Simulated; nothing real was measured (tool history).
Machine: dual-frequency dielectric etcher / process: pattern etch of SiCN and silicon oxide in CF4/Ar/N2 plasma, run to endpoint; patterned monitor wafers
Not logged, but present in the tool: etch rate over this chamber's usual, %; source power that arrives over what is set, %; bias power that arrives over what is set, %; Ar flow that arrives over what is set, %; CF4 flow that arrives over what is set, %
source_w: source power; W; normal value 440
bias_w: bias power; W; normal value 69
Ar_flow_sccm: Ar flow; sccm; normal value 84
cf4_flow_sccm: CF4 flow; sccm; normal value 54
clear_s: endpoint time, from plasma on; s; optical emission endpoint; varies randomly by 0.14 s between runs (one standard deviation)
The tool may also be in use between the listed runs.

run	hour	source_w	bias_w	Ar_flow_sccm	cf4_flow_sccm	wafers since the last listed run	hours since the last wet clean	hours since the last source power generator calibration	hours since the last bias power generator calibration	hours since the last Ar flow controller change	hours since the last CF4 flow controller change	hours since the last upper electrode change	incoming incoming film thickness, nm	clear_s
1	0.0	440	69	84	54	0	199.3	1890.1	3536.3	5415.7	2769.4	4113.0	15.28	18.7
2	43.0	440	69	84	54	588	242.3	1933.1	3579.3	5458.7	2812.4	4156.0	15.15	18.7
3	113.3	440	69	84	54	961	312.6	2003.4	3649.6	5529.0	2882.7	4226.3	15.39	18.5
# hour 232.5: wet clean of the chamber
4	233.0	440	69	84	60	1309	0.5	2123.1	3769.3	5648.7	3002.4	4346.0	15.28	18.7
5	244.5	460	69	84	54	157	12.0	2134.6	3780.8	5660.2	3013.9	4357.5	15.23	18.1
# hour 287.9: bias power generator calibrated
# hour 307.3: Ar flow controller replaced
6	315.5	440	69	84	54	834	83.0	2205.6	27.6	8.2	3084.9	4428.5	15.23	19.0
7	365.1	440	69	84	54	678	132.6	2255.2	77.2	57.8	3134.5	4478.1	15.24	18.9
# hour 420.7: CF4 flow controller replaced
8	424.6	510	69	64	43	732	192.1	2314.7	136.7	117.3	3.9	4537.6	15.46	16.1
# hour 453.3: source power generator calibrated
# hour 454.4: upper electrode replaced
9	454.9	440	69	84	54	345	222.4	1.6	167.0	147.6	34.2	0.5	15.21	18.6
10	523.8	340	80	77	42	942	291.3	70.5	235.9	216.5	103.1	69.4	15.27	25.0
11	579.3	460	69	84	54	759	346.8	126.0	291.4	272.0	158.6	124.9	15.02	17.0
12	607.9	440	69	84	43	391	375.4	154.6	320.0	300.6	187.2	153.5	15.31	19.1
13	648.3	440	69	84	49	552	415.8	195.0	360.4	341.0	227.6	193.9	15.26	18.6
# hour 680.1: wet clean of the chamber
14	711.3	440	84	69	54	533	31.2	258.0	423.4	404.0	290.6	256.9	15.17	18.0

Here are 5 independent what-if runs from the current tool condition. What would each one return?
A	711.7	380	69	84	54	5	31.6	258.4	423.8	404.4	291.0	257.3	15.24	?
B	711.7	520	69	79	60	5	31.6	258.4	423.8	404.4	291.0	257.3	15.24	?
C	711.7	360	64	102	54	5	31.6	258.4	423.8	404.4	291.0	257.3	15.24	?
D	711.7	440	78	84	54	5	31.6	258.4	423.8	404.4	291.0	257.3	15.24	?
E	711.7	360	69	84	54	5	31.6	258.4	423.8	404.4	291.0	257.3	15.24	?

run	clear_s
A	22.9
B	15.7
C	25.4
D	18.8
E	24.5
Had the tool no hidden state, the same runs would have come out as:
run	clear_s
A	23.0
B	15.8
C	25.5
D	18.9
E	24.6

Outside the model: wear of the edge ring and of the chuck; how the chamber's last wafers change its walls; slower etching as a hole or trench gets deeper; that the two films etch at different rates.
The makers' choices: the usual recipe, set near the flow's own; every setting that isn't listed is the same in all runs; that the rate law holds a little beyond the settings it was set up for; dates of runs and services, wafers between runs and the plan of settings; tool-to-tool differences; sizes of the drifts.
